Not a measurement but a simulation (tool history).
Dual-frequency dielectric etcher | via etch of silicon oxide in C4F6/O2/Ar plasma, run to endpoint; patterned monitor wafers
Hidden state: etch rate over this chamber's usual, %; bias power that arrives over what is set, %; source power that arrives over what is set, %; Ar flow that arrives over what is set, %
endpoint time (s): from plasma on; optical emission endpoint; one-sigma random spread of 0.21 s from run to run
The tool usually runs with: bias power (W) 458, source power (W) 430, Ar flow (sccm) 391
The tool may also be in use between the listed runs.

run	hour	bias power (W)	source power (W)	Ar flow (sccm)	wafers since the last listed run	hours since the last wet clean	hours since the last bias power generator calibration	hours since the last source power generator calibration	hours since the last Ar flow controller change	hours since the last upper electrode change	incoming incoming film thickness, nm	endpoint time (s)
1	0	514	430	391	0	446.4	1523.2	859.5	2823.2	4639.4	130.3	29
# hour 32: wet clean of the chamber
2	32.5	514	430	391	137	0.5	1555.7	892	2855.7	4671.9	132	27.8
3	58.5	514	430	391	419	26.5	1581.7	918	2881.7	4697.9	130.3	27.5
4	111.1	458	430	391	848	79.1	1634.3	970.6	2934.3	4750.5	132.2	29.6
5	154.8	458	430	391	705	122.8	1678	1014.3	2978	4794.2	131.6	29.5
6	191.9	458	430	391	598	159.9	1715.1	1051.4	3015.1	4831.3	130.7	29.4
7	240	458	350	391	776	208	1763.2	1099.5	3063.2	4879.4	130.3	33.8
8	310.6	458	450	449	1139	278.6	1833.8	1170.1	3133.8	4950	130.5	29.6
# hour 335.8: Ar flow controller replaced
9	338.4	458	450	449	351	306.4	1861.6	1197.9	2.6	4977.8	131.4	29.8
10	375.8	458	450	449	603	343.8	1899	1235.3	40	5015.2	132.4	30.3
11	417.2	458	430	391	668	385.2	1940.4	1276.7	81.4	5056.6	132.1	30.3
# hour 457.5: wet clean of the chamber
12	458	458	430	391	271	0.5	1981.2	1317.5	122.2	5097.4	132.6	29.7
13	506.2	458	430	391	777	48.7	2029.4	1365.7	170.4	5145.6	131.5	29.4
14	578.2	350	530	327	1161	120.7	2101.4	1437.7	242.4	5217.6	132.1	29.5
15	617.5	366	500	391	634	160	2140.7	1477	281.7	5256.9	130.6	30.2
16	668.1	375	340	361	816	210.6	2191.3	1527.6	332.3	5307.5	131.4	38.3
17	707.6	357	430	472	637	250.1	2230.8	1567.1	371.8	5347	132.3	34.5
# hour 742.9: bias power generator calibrated
18	754.5	353	430	362	692	297	11.6	1614	418.7	5393.9	132.3	33.9
19	785.9	458	480	438	506	328.4	43	1645.4	450.1	5425.3	131.7	28.9
# hour 824.5: upper electrode replaced
20	825	370	330	391	243	367.5	82.1	1684.5	489.2	0.5	132.2	40.7
# hour 841: source power generator calibrated
# hour 908.6: wet clean of the chamber
21	909.1	458	470	391	905	0.5	166.2	68.1	573.3	84.6	132.5	27.4
22	938	458	430	391	466	29.4	195.1	97	602.2	113.5	132.5	29
23	966.5	514	430	391	459	57.9	223.6	125.5	630.7	142	130.7	27.2
24	1013.9	557	520	474	764	105.3	271	172.9	678.1	189.4	130.4	24.3
25	1077.7	458	430	391	1029	169.1	334.8	236.7	741.9	253.2	131.2	29.3

What if the next run were any one of these 3? Each begins from the tool's condition after run 25:
A	1078.1	414	430	391	6	169.5	335.2	237.1	742.3	253.6	132.2	?
B	1078.1	349	430	391	6	169.5	335.2	237.1	742.3	253.6	132.2	?
C	1078.1	458	430	306	6	169.5	335.2	237.1	742.3	253.6	132.2	?

run	endpoint time (s)
A	31.2
B	34
C	28.7
Had the tool no hidden state, the same runs would have come out as:
run	endpoint time (s)
A	31
B	33.7
C	28.5

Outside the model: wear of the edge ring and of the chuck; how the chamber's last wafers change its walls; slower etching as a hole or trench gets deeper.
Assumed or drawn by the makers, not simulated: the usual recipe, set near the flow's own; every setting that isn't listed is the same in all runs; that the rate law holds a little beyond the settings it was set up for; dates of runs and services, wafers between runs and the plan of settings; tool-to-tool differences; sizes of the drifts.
